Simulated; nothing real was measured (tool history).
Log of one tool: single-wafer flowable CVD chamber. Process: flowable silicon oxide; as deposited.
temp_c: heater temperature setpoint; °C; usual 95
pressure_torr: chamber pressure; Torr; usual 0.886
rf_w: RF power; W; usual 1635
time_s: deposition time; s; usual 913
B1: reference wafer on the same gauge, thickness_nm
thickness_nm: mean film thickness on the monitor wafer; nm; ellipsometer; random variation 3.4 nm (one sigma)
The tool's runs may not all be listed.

{"run": 1, "day": 0.0, "temp_c": 95, "pressure_torr": 0.886, "rf_w": 1635, "time_s": 913, "B1": 786.552, "thickness_nm": 720.421}
{"run": 2, "day": 1.383, "temp_c": 95, "pressure_torr": 0.886, "rf_w": 1635, "time_s": 913, "B1": 784.487, "thickness_nm": 718.112}
{"run": 3, "day": 4.246, "temp_c": 95, "pressure_torr": 0.886, "rf_w": 1635, "time_s": 913, "B1": 785.903, "thickness_nm": 720.027}
{"day": 5.492, "done": "gauge calibrated"}
{"run": 4, "day": 6.979, "temp_c": 95, "pressure_torr": 0.886, "rf_w": 1635, "time_s": 913, "B1": 774.089, "thickness_nm": 708.843}
{"run": 5, "day": 9.446, "temp_c": 95, "pressure_torr": 0.886, "rf_w": 1635, "time_s": 913, "B1": 778.623, "thickness_nm": 720.707}
{"day": 11.521, "done": "capacitance manometer re-zeroed and calibrated"}
{"day": 11.7, "done": "showerhead replaced"}
{"run": 6, "day": 11.721, "temp_c": 95, "pressure_torr": 0.886, "rf_w": 1635, "time_s": 913, "B1": 781.433, "thickness_nm": 715.265}
{"day": 13.767, "done": "RF generator calibrated"}
{"run": 7, "day": 14.2, "temp_c": 90, "pressure_torr": 0.886, "rf_w": 1635, "time_s": 913, "B1": 783.946, "thickness_nm": 836.005}
{"run": 8, "day": 16.133, "temp_c": 95, "pressure_torr": 0.739, "rf_w": 1635, "time_s": 913, "B1": 783.154, "thickness_nm": 640.671}
{"run": 9, "day": 18.767, "temp_c": 95, "pressure_torr": 0.68, "rf_w": 1860, "time_s": 788, "B1": 784.754, "thickness_nm": 553.25}
{"run": 10, "day": 20.771, "temp_c": 95, "pressure_torr": 0.886, "rf_w": 1635, "time_s": 913, "B1": 786.431, "thickness_nm": 722.297}
{"day": 22.125, "done": "gauge calibrated"}
{"run": 11, "day": 23.504, "temp_c": 95, "pressure_torr": 0.804, "rf_w": 1475, "time_s": 913, "B1": 774.007, "thickness_nm": 649.553}
{"day": 24.808, "done": "thermocouple changed; heater temperature recalibrated"}
{"run": 12, "day": 24.829, "temp_c": 81, "pressure_torr": 0.886, "rf_w": 1635, "time_s": 913, "B1": 776.756, "thickness_nm": 1050}
{"run": 13, "day": 27.438, "temp_c": 95, "pressure_torr": 1.099, "rf_w": 1635, "time_s": 913, "B1": 780.375, "thickness_nm": 812.43}
{"run": 14, "day": 29.108, "temp_c": 95, "pressure_torr": 0.886, "rf_w": 1635, "time_s": 913, "B1": 780.318, "thickness_nm": 716.541}
{"run": 15, "day": 31.662, "temp_c": 95, "pressure_torr": 1.065, "rf_w": 1445, "time_s": 913, "B1": 782.369, "thickness_nm": 780.832}

Forecast each of these 3 alternatives for the next run:
{"run": "A", "day": 31.692, "temp_c": 95, "pressure_torr": 0.886, "rf_w": 1635, "time_s": 913, "B1": "?", "thickness_nm": "?"}
{"run": "B", "day": 31.692, "temp_c": 86, "pressure_torr": 0.952, "rf_w": 1635, "time_s": 999, "B1": "?", "thickness_nm": "?"}
{"run": "C", "day": 31.692, "temp_c": 86, "pressure_torr": 0.886, "rf_w": 1935, "time_s": 913, "B1": "?", "thickness_nm": "?"}

run=A B1=782.849 thickness_nm=721.578
run=B B1=782.849 thickness_nm=1064.002
run=C B1=782.849 thickness_nm=968.476
Without the tool's hidden state the same runs would have given:
run=A thickness_nm=711.95
run=B thickness_nm=1049.805
run=C thickness_nm=955.553

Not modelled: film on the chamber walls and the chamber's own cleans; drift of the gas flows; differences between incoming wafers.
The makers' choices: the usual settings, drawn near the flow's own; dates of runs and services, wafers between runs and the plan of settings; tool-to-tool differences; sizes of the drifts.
